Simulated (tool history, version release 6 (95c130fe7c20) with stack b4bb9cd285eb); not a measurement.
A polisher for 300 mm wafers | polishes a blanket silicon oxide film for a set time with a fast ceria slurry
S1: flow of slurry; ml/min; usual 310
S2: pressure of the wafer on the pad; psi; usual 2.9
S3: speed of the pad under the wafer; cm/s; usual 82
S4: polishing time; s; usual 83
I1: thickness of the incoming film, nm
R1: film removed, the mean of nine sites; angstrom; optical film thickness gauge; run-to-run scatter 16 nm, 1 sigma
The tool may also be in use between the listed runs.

Run 1, hour 0: usual settings; I1 3833.5. Result: R1 12533 angstrom.
At hour 3.6: slurry nozzle cleaned.
Run 2, hour 45.9: usual settings; I1 3827.6. Result: R1 12490 angstrom.
Run 3, hour 83: usual settings; I1 3791. Result: R1 12585 angstrom.
At hour 101.8: worn pad replaced by a new one.
Run 4, hour 132.4: usual settings but S1 240 ml/min; I1 3757.3. Result: R1 12850 angstrom.
Run 5, hour 185.4: usual settings but S1 240 ml/min; I1 3818.3. Result: R1 12634 angstrom.
Run 6, hour 225.4: usual settings; I1 3803.2. Result: R1 12913 angstrom.
At hour 263.4: slurry nozzle cleaned.
Run 7, hour 269.8: usual settings; I1 3722.6. Result: R1 13115 angstrom.
At hour 304.6: worn pad replaced by a new one.
Run 8, hour 331.6: usual settings; I1 3775. Result: R1 13575 angstrom.
Run 9, hour 412.9: usual settings; I1 3764.1. Result: R1 13238 angstrom.
Run 10, hour 465.3: usual settings but S1 275 ml/min, S2 3.9 psi, S4 94 s; I1 3765.2. Result: R1 18706 angstrom.
At hour 487.8: worn pad replaced by a new one.
At hour 489.2: head pressure recalibrated.
Run 11, hour 502.2: usual settings but S1 205 ml/min; I1 3819.7. Result: R1 12513 angstrom.
At hour 535.7: slurry nozzle cleaned.
Run 12, hour 560.6: usual settings but S1 230 ml/min, S2 2.5 psi, S3 100 cm/s, S4 55 s; I1 3788.4. Result: R1 9140 angstrom.
Run 13, hour 597.2: usual settings but S1 280 ml/min; I1 3748.4. Result: R1 12866 angstrom.
Run 14, hour 645.8: usual settings but S4 102 s; I1 3832.1. Result: R1 15787 angstrom.
At hour 692.3: worn pad replaced by a new one.
Run 15, hour 703.8: usual settings; I1 3747.1. Result: R1 13502 angstrom.
Run 16, hour 766.7: usual settings; I1 3719.3. Result: R1 13425 angstrom.
At hour 821.6: slurry nozzle cleaned.
Run 17, hour 836: usual settings but S4 102 s; I1 3746.5. Result: R1 16131 angstrom.
At hour 876.6: worn pad replaced by a new one.
Run 18, hour 923.8: usual settings but S3 64 cm/s; I1 3740.8. Result: R1 10892 angstrom.
Run 19, hour 1027.9: usual settings but S3 110 cm/s; I1 3841.4. Result: R1 17476 angstrom.

Measured result minus the same run's result without the hidden state. Both carry the same run-to-run variation, though not necessarily the same gauge scatter:
Unlogged tool condition in this case: removal rate lost through wear of the pad, %; slurry flow missing at the pad, %; deviation of the head's pressure from its setpoint, %.
run    R1
  1  -461
  2  -358
  3  -276
  4  +178
  5    +4
  6   -42
  7   -52
  8  +593
  9  +256
 10  +267
 11   -37
 12  -107
 13  -140
 14  -111
 15  +667
 16  +354
 17  +303
 18  +493
 19  +435
